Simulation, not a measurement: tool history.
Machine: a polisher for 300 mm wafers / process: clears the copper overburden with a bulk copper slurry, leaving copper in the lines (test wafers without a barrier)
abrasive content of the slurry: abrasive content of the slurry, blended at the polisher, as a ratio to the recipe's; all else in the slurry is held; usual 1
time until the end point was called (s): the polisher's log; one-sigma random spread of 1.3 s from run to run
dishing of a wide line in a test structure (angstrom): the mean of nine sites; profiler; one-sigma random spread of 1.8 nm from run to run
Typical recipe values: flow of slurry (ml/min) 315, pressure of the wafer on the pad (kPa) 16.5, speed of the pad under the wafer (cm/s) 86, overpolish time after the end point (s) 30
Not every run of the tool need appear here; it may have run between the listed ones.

| run | day | flow of slurry (ml/min) | pressure of the wafer on the pad (kPa) | speed of the pad under the wafer (cm/s) | abrasive content of the slurry | overpolish time after the end point (s) | incoming thickness of the incoming film, nm | time until the end point was called (s) | dishing of a wide line in a test structure (angstrom) |
|---|---|---|---|---|---|---|---|---|---|
| 1 | 0 | 315 | 16.5 | 68 | 0.9 | 30 | 726 | 114.3 | 853 |
| 2 | 0.879 | 315 | 16.5 | 68 | 0.9 | 30 | 741.9 | 117.7 | 865 |
|  | 1.588 | worn pad replaced by a new one |
| 3 | 2.35 | 315 | 16.5 | 68 | 0.9 | 30 | 737.4 | 114.8 | 837 |
| 4 | 3.738 | 315 | 13.1 | 86 | 1 | 30 | 724 | 121.1 | 783 |
|  | 4.462 | slurry nozzle cleaned |
| 5 | 4.725 | 315 | 16.5 | 86 | 1 | 30 | 731.9 | 89.2 | 937 |
| 6 | 5.958 | 315 | 16.5 | 86 | 1 | 30 | 730.7 | 90.8 | 912 |
| 7 | 6.746 | 315 | 16.5 | 86 | 1 | 44 | 728.9 | 90.7 | 1061 |
| 8 | 8.017 | 315 | 16.5 | 86 | 1 | 30 | 727.5 | 94.6 | 933 |
|  | 8.779 | slurry blender recalibrated |
| 9 | 9.304 | 315 | 16.5 | 86 | 1 | 30 | 733.2 | 94.4 | 935 |
| 10 | 10.375 | 315 | 16.5 | 86 | 1 | 30 | 743.7 | 97.2 | 929 |
| 11 | 11.162 | 365 | 16.5 | 86 | 1 | 30 | 741.2 | 94.7 | 928 |
|  | 11.683 | worn pad replaced by a new one |
| 12 | 11.729 | 315 | 13.1 | 86 | 1.15 | 30 | 724.5 | 113.3 | 830 |
| 13 | 13.021 | 315 | 16.5 | 86 | 1 | 30 | 733.8 | 96.2 | 938 |
|  | 13.654 | head pressure recalibrated |
|  | 14.696 | slurry nozzle cleaned |
| 14 | 15.033 | 315 | 16.5 | 86 | 1 | 44 | 736.2 | 92.2 | 1028 |
| 15 | 15.975 | 275 | 13.1 | 114 | 0.85 | 30 | 728.8 | 101 | 828 |
| 16 | 17.412 | 315 | 18.6 | 86 | 1 | 30 | 734.2 | 86.3 | 1031 |
| 17 | 18.671 | 215 | 20 | 114 | 1 | 30 | 726.9 | 68.9 | 1058 |
|  | 19.992 | slurry blender recalibrated |
| 18 | 20.112 | 235 | 16.5 | 104 | 0.75 | 30 | 742.3 | 98.7 | 921 |
| 19 | 21.479 | 315 | 16.5 | 86 | 1 | 30 | 735.8 | 96.5 | 892 |
| 20 | 22.229 | 315 | 17.9 | 86 | 1 | 30 | 749.1 | 94.2 | 980 |
| 21 | 22.917 | 315 | 16.5 | 86 | 1 | 30 | 738 | 96.4 | 912 |

Each run again, without the hidden state but with its own random variation kept:
What the log doesn't record here: removal rate lost through wear of the pad, %; slurry flow missing at the pad, %; deviation of the head's pressure from its setpoint, %; abrasive missing from the slurry, %.
| run | time until the end point was called (s) | dishing of a wide line in a test structure (angstrom) |
|---|---|---|
| 1 | 107.5 | 876 |
| 2 | 110.1 | 891 |
| 3 | 106.4 | 866 |
| 4 | 111.7 | 811 |
| 5 | 88.9 | 938 |
| 6 | 89.3 | 917 |
| 7 | 88.5 | 1067 |
| 8 | 91.3 | 946 |
| 9 | 90.2 | 951 |
| 10 | 92.3 | 947 |
| 11 | 90.3 | 944 |
| 12 | 107 | 850 |
| 13 | 90.4 | 961 |
| 14 | 91.4 | 1030 |
| 15 | 98.7 | 835 |
| 16 | 83.2 | 1045 |
| 17 | 64 | 1080 |
| 18 | 90.9 | 951 |
| 19 | 90.1 | 916 |
| 20 | 87.6 | 1007 |
| 21 | 89.4 | 938 |
